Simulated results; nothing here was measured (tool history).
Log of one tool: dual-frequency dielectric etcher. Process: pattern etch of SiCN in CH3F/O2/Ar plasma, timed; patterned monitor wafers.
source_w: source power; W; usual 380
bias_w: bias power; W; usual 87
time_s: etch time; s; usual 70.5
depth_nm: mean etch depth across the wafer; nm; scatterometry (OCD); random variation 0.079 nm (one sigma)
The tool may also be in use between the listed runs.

| run | hour | source_w | bias_w | time_s | read-back reference wafer on the same gauge, depth_nm | depth_nm |
|---|---|---|---|---|---|---|
| 1 | 0.0 | 350 | 78 | 70.5 | 24.21 | 25.69 |
| 2 | 62.5 | 380 | 87 | 65.0 | 24.20 | 25.68 |
| 3 | 121.4 | 380 | 87 | 70.5 | 24.19 | 27.69 |
|  | 147.3 | wet clean of the chamber |
| 4 | 184.5 | 380 | 87 | 70.5 | 24.21 | 27.80 |
| 5 | 235.1 | 380 | 87 | 70.5 | 24.20 | 27.85 |
| 6 | 296.8 | 420 | 87 | 70.5 | 24.20 | 28.77 |
| 7 | 346.7 | 420 | 87 | 70.5 | 24.22 | 29.06 |
| 8 | 397.4 | 380 | 87 | 70.5 | 24.20 | 27.73 |
| 9 | 424.9 | 380 | 87 | 70.5 | 24.21 | 27.75 |
| 10 | 471.9 | 380 | 87 | 70.5 | 24.18 | 27.77 |
|  | 502.1 | source power generator calibrated |
| 11 | 536.2 | 380 | 87 | 70.5 | 24.19 | 27.73 |
|  | 567.6 | bias power generator calibrated |
|  | 568.0 | wet clean of the chamber |
| 12 | 604.3 | 420 | 107 | 51.5 | 24.18 | 22.93 |
| 13 | 651.2 | 380 | 87 | 70.5 | 24.20 | 27.85 |
| 14 | 696.6 | 380 | 87 | 70.5 | 24.20 | 27.79 |
| 15 | 750.7 | 380 | 87 | 70.5 | 24.22 | 27.69 |
| 16 | 800.4 | 330 | 108 | 89.5 | 24.20 | 36.27 |
| 17 | 830.5 | 380 | 87 | 77.0 | 24.21 | 30.28 |
|  | 872.4 | gauge calibrated |
| 18 | 874.1 | 430 | 87 | 70.5 | 24.18 | 29.30 |
|  | 942.7 | wet clean of the chamber |
| 19 | 943.2 | 320 | 71 | 56.5 | 24.21 | 18.94 |
| 20 | 997.8 | 290 | 70 | 70.5 | 24.21 | 22.56 |
| 21 | 1030.1 | 440 | 74 | 85.5 | 24.18 | 33.50 |
|  | 1074.8 | upper electrode replaced |
| 22 | 1079.4 | 410 | 87 | 83.0 | 24.19 | 33.81 |
| 23 | 1213.2 | 340 | 105 | 57.5 | 24.19 | 23.34 |
| 24 | 1245.5 | 380 | 87 | 63.5 | 24.19 | 25.04 |
| 25 | 1313.5 | 350 | 73 | 91.0 | 24.17 | 32.34 |
|  | 1379.0 | wet clean of the chamber |
| 26 | 1379.5 | 420 | 87 | 70.5 | 24.20 | 28.91 |
| 27 | 1388.8 | 460 | 87 | 70.5 | 24.20 | 30.24 |
| 28 | 1458.0 | 380 | 87 | 70.5 | 24.20 | 27.59 |
| 29 | 1523.8 | 380 | 87 | 70.5 | 24.21 | 27.88 |
| 30 | 1689.6 | 410 | 95 | 83.5 | 24.22 | 35.20 |

The tool's hidden state at each run:
etch rate over this chamber's usual, %: 0 in every run
source power that arrives over what is set, %: 0 in every run
bias power that arrives over what is set, %: 0 in every run
gauge reads high (%): 0 in every run
